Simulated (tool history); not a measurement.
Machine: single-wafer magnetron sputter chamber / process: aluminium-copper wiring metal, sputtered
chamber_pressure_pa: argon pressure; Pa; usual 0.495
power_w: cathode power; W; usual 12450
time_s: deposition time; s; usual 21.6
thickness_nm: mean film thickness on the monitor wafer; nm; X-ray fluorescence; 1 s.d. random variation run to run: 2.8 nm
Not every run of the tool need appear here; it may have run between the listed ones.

| run | hour | chamber_pressure_pa | power_w | time_s | read-back reference wafer on the same gauge, thickness_nm | thickness_nm |
|---|---|---|---|---|---|---|
| 1 | 0.0 | 0.359 | 12450 | 21.6 | 518.424 | 511.927 |
| 2 | 62.7 | 0.495 | 12450 | 21.6 | 516.353 | 485.254 |
| 3 | 211.7 | 0.495 | 12450 | 21.6 | 518.648 | 485.965 |
|  | 238.1 | sputter target and shields replaced |
| 4 | 303.3 | 0.495 | 12450 | 21.6 | 517.404 | 487.989 |
| 5 | 357.3 | 0.581 | 12450 | 23.7 | 516.847 | 522.462 |
| 6 | 427.6 | 0.581 | 12450 | 23.7 | 518.966 | 523.950 |
| 7 | 482.2 | 0.581 | 12450 | 23.7 | 515.927 | 519.184 |
| 8 | 526.1 | 0.370 | 12450 | 21.6 | 517.074 | 510.540 |
| 9 | 595.5 | 0.370 | 12450 | 21.6 | 518.350 | 509.951 |
|  | 606.5 | sputter target and shields replaced |
| 10 | 689.1 | 0.370 | 12450 | 21.6 | 517.042 | 513.656 |
| 11 | 775.2 | 0.495 | 12450 | 21.6 | 516.645 | 496.077 |
|  | 932.9 | sputter target and shields replaced |
|  | 966.3 | magnet pack replaced |
| 12 | 975.6 | 0.495 | 12450 | 21.6 | 517.087 | 491.971 |
| 13 | 1050.8 | 0.495 | 12450 | 21.6 | 518.048 | 494.787 |

For run 14, what comes out?
| 14 | 1152.4 | 0.495 | 11200 | 20.3 | ? | ? |

read-back reference wafer on the same gauge, thickness_nm: 515.688
thickness_nm: 427.396 nm
Had the tool carried no hidden state, the very same run would have given thickness_nm 413.386 nm.
